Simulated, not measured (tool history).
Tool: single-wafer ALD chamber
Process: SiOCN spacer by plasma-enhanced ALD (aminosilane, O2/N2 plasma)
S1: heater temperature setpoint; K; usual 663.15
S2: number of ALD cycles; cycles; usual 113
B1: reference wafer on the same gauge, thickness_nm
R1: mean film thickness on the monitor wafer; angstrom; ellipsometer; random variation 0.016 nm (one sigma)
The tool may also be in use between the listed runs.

run 1 day=0 | S1=663.15 S2=113 | B1=7.764 | R1=65.65
run 2 day=1.854 | S1=663.15 S2=113 | B1=7.767 | R1=65.76
run 3 day=4.775 | S1=663.15 S2=113 | B1=7.775 | R1=65.91
run 4 day=6.775 | S1=663.15 S2=113 | B1=7.782 | R1=65.86
run 5 day=7.846 | S1=663.15 S2=113 | B1=7.785 | R1=65.61
run 6 day=9.029 | S1=663.15 S2=113 | B1=7.791 | R1=65.71
run 7 day=10.858 | S1=663.15 S2=98 | B1=7.796 | R1=57.08
run 8 day=12.567 | S1=663.15 S2=98 | B1=7.801 | R1=57.47
run 9 day=14.088 | S1=663.15 S2=98 | B1=7.809 | R1=57.46
run 10 day=16.088 | S1=663.15 S2=113 | B1=7.816 | R1=66.13
run 11 day=18.933 | S1=663.15 S2=113 | B1=7.826 | R1=66.44
run 12 day=21.671 | S1=663.15 S2=113 | B1=7.843 | R1=66.49
run 13 day=23.083 | S1=652.15 S2=113 | B1=7.851 | R1=66.45
-- day=23.475 gauge calibrated
run 14 day=24.508 | S1=652.15 S2=113 | B1=7.676 | R1=65.28
-- day=25.458 thermocouple changed; heater temperature recalibrated
run 15 day=26.725 | S1=663.15 S2=113 | B1=7.676 | R1=64.96
run 16 day=28.567 | S1=663.15 S2=113 | B1=7.685 | R1=64.86
run 17 day=30.208 | S1=663.15 S2=113 | B1=7.684 | R1=65.1
run 18 day=32.396 | S1=671.15 S2=94 | B1=7.68 | R1=54.07
run 19 day=34.317 | S1=663.15 S2=113 | B1=7.685 | R1=65.13
run 20 day=36.454 | S1=663.15 S2=113 | B1=7.688 | R1=64.84
run 21 day=38.604 | S1=669.15 S2=94 | B1=7.691 | R1=54.14
run 22 day=40.429 | S1=663.15 S2=135 | B1=7.694 | R1=77.91
run 23 day=41.892 | S1=677.15 S2=130 | B1=7.701 | R1=74.68
run 24 day=43.321 | S1=663.15 S2=113 | B1=7.699 | R1=65.35
run 25 day=45.946 | S1=650.15 S2=105 | B1=7.709 | R1=60.55
run 26 day=47.6 | S1=663.15 S2=113 | B1=7.715 | R1=65.39
run 27 day=48.767 | S1=676.15 S2=96 | B1=7.718 | R1=55.59
run 28 day=51.858 | S1=667.15 S2=92 | B1=7.727 | R1=53.4
run 29 day=53.592 | S1=663.15 S2=113 | B1=7.729 | R1=65.27
run 30 day=56.529 | S1=649.15 S2=121 | B1=7.737 | R1=70.27
run 31 day=57.712 | S1=663.15 S2=113 | B1=7.742 | R1=65.22
run 32 day=59.846 | S1=678.15 S2=102 | B1=7.752 | R1=58.57
run 33 day=62.312 | S1=663.15 S2=113 | B1=7.766 | R1=65.62
run 34 day=64.921 | S1=675.15 S2=135 | B1=7.775 | R1=78.76

4 ways to go on from here, each from the tool as it stands after run 34. What would each give?
run A day=64.946 | S1=663.15 S2=113 | B1=? | R1=?
run B day=64.946 | S1=663.15 S2=103 | B1=? | R1=?
run C day=64.946 | S1=675.15 S2=102 | B1=? | R1=?
run D day=64.946 | S1=675.15 S2=99 | B1=? | R1=?

run=A B1=7.772 R1=66.23
run=B B1=7.772 R1=60.37
run=C B1=7.772 R1=59.68
run=D B1=7.772 R1=57.93
Without the tool's hidden state the same runs would have given:
run=A R1=65.6
run=B R1=59.79
run=C R1=59.11
run=D R1=57.38
